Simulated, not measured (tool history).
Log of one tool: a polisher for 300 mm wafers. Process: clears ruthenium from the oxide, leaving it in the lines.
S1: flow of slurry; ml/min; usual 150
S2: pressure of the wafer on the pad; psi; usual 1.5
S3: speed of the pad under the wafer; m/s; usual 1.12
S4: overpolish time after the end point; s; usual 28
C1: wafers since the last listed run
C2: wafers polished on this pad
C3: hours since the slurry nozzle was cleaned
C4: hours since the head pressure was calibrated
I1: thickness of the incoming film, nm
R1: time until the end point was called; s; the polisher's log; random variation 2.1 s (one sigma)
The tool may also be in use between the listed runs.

run	hour	S1	S2	S3	S4	C1	C2	C3	C4	I1	R1
1	0	150	1.5	1.12	22	0	213	430.9	1275.4	121.1	124.9
2	10.7	150	1.5	1.12	22	48	262	441.6	1286.1	119.4	127.6
3	17.6	150	1.5	1.22	39	31	293	448.5	1293	121.5	118.4
4	26.7	150	1.5	1.22	39	41	335	457.6	1302.1	120.8	117.4
5	42.7	150	1.5	1.22	39	72	407	473.6	1318.1	119.9	119.8
6	56.3	150	1.5	1.12	28	61	469	487.2	1331.7	120.1	130.7
7	70.7	150	1.5	1.12	36	65	535	501.6	1346.1	120.5	136.3
8	80.2	150	1.5	1.12	28	43	578	511.1	1355.6	121	136.8
9	87.6	150	1.5	1.12	28	33	612	518.5	1363	121.3	137.7
10	101.8	130	1.5	1.12	28	64	676	532.7	1377.2	118.6	141.4
# hour 115.7: head pressure recalibrated
11	117.7	175	1.1	1.12	28	63	740	548.6	2	120.6	175.4
# hour 125.1: worn pad replaced by a new one, of another model than before
12	130.3	175	1.1	1.12	28	39	23	561.2	14.6	121.2	147
13	140.8	175	1.1	1.12	28	47	71	571.7	25.1	120.1	145.9
# hour 143.6: slurry nozzle cleaned
14	154.1	150	1.5	1.12	28	55	127	10.5	38.4	120	125.3
15	171.5	150	1.5	1.12	28	79	206	27.9	55.8	120.7	127
16	185.6	150	1.5	1.12	28	64	270	42	69.9	119.1	127.5
17	192.6	115	1.5	1.12	44	31	302	49	76.9	121.1	137.4
18	209.1	150	1.5	1.12	28	75	377	65.5	93.4	120.6	134.5
19	215.2	150	1.7	1.12	28	27	405	71.6	99.5	122.1	123.1
20	232.1	150	1.5	1.12	28	76	482	88.5	116.4	118.3	130.9
21	238.8	150	1.5	0.88	28	30	512	95.2	123.1	119.4	160.3
# hour 274.6: worn pad replaced by a new one
22	275.1	150	1.5	1	15	146	2	131.5	159.4	117.5	132
23	278.3	150	1.9	0.74	28	14	16	134.7	162.6	120.8	151.7
24	289.7	150	1.7	1.12	20	51	68	146.1	174	118.5	117.5
25	305.9	150	1.5	1.12	22	73	142	162.3	190.2	118.9	125.7
26	314.4	150	1.2	1.42	35	38	180	170.8	198.7	119.2	116
27	321.3	150	1.1	0.84	28	31	212	177.7	205.6	119.2	177.2
28	332.4	150	1.5	1.12	28	50	262	188.8	216.7	119.7	128
29	341.7	150	1.5	1.12	28	42	305	198.1	226	120.2	124.5
30	354	125	1.1	1.5	24	55	361	210.4	238.3	118.9	119.2
31	366.9	150	1.5	1.12	28	58	419	223.3	251.2	119.2	127.7
32	378.3	115	1.4	1.36	19	51	471	234.7	262.6	119.9	121.8
33	389.7	200	1.8	1.42	35	51	523	246.1	274	119.4	96.1
34	398.7	150	1.2	0.84	28	40	564	255.1	283	121.4	192.2
35	415.2	150	1.5	1.12	28	75	639	271.6	299.5	120.5	136.1
# hour 420.4: worn pad replaced by a new one
36	422.4	185	1.5	1.12	28	14	9	278.8	306.7	121.8	125.8

Hidden state or all else? Some run-to-run changes of R1, split into what the settings, what came in and random variation would give without the hidden state, and what is left for the hidden state (with any gauge scatter that isn't in both results):
The hidden state here: removal rate lost through wear of the pad, %; slurry flow missing at the pad, %; deviation of the head's pressure from its setpoint, %.
Run 11 -> 12: worn pad replaced by a new one, of another model than before. R1 -28.4 s: hidden state -20.9, all else -7.5.
Run 21 -> 22: S3 0.88 -> 1, S4 28 -> 15, worn pad replaced by a new one. R1 -28.3 s: hidden state -11.1, all else -17.2.
Run 26 -> 27: S2 1.2 -> 1.1, S3 1.42 -> 0.84, S4 35 -> 28. R1 +61.2 s: hidden state +1.3, all else +59.9.
Run 33 -> 34: S1 200 -> 150, S2 1.8 -> 1.2, S3 1.42 -> 0.84, S4 35 -> 28. R1 +96.1 s: hidden state +8.4, all else +87.7.
Run 34 -> 35: S2 1.2 -> 1.5, S3 0.84 -> 1.12. R1 -56.1 s: hidden state -1.5, all else -54.6.
Run 35 -> 36: S1 150 -> 185, worn pad replaced by a new one. R1 -10.3 s: hidden state -11.5, all else +1.2.
